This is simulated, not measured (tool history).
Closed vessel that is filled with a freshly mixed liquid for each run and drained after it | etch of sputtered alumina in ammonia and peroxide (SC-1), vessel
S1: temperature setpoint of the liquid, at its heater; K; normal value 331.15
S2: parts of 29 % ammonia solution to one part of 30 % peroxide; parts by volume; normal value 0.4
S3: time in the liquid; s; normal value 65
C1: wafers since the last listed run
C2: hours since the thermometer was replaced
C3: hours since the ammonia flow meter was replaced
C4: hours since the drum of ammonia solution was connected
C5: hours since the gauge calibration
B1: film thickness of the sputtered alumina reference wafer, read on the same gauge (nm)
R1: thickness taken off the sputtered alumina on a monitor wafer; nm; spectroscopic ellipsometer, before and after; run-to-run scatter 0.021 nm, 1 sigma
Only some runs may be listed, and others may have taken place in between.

run	hour	S1	S2	S3	C1	C2	C3	C4	C5	B1	R1
1	0	331.15	0.5	65	0	688.8	673.2	643	177.9	100.018	4.992
2	30	331.15	0.5	65	3838	718.8	703.2	673	207.9	100.004	5.015
3	71.6	331.15	0.5	65	5323	760.4	744.8	714.6	249.5	100.012	5.032
4	97.3	326.15	0.5	65	3288	786.1	770.5	740.3	275.2	99.999	3.87
# hour 110.3: gauge calibrated
5	122.5	331.15	0.4	65	3224	811.3	795.7	765.5	12.2	100.006	4.962
# hour 124.2: thermometer replaced
6	140.8	331.15	0.4	65	2213	16.6	814	783.8	30.5	100.013	4.709
# hour 145.9: ammonia flow meter replaced
7	155.6	331.15	0.4	65	1765	31.4	9.7	798.6	45.3	100.001	4.709
8	174.5	324.15	0.4	65	2418	50.3	28.6	817.5	64.2	99.995	3.224
9	203.3	335.65	0.25	65	3685	79.1	57.4	846.3	93	99.968	5.648
10	229.5	331.15	0.4	65	3352	105.3	83.6	872.5	119.2	100.009	4.708
11	243.4	331.15	0.4	80	1778	119.2	97.5	886.4	133.1	100.015	5.846
# hour 256: new drum of ammonia solution connected
12	265.4	331.15	0.25	65	2687	141.2	119.5	9.4	155.1	100.036	4.495
13	297.4	324.15	0.4	65	4094	173.2	151.5	41.4	187.1	99.981	3.278
14	325.8	338.15	0.5	50	3634	201.6	179.9	69.8	215.5	99.959	5.333

Alternative continuations, all from the tool just after run 14; predict every row:
A	326.5	331.15	0.4	65	89	202.3	180.6	70.5	216.2	?	?
B	326.5	336.15	0.55	65	89	202.3	180.6	70.5	216.2	?	?
C	326.5	331.15	0.6	65	89	202.3	180.6	70.5	216.2	?	?
D	326.5	325.15	0.5	85	89	202.3	180.6	70.5	216.2	?	?
E	326.5	331.15	0.45	65	89	202.3	180.6	70.5	216.2	?	?

run	B1	R1
A	99.991	4.744
B	99.991	6.307
C	99.991	4.929
D	99.991	4.612
E	99.991	4.797
Without the tool's hidden state the same runs would have given:
run	R1
A	4.612
B	6.139
C	4.793
D	4.479
E	4.664

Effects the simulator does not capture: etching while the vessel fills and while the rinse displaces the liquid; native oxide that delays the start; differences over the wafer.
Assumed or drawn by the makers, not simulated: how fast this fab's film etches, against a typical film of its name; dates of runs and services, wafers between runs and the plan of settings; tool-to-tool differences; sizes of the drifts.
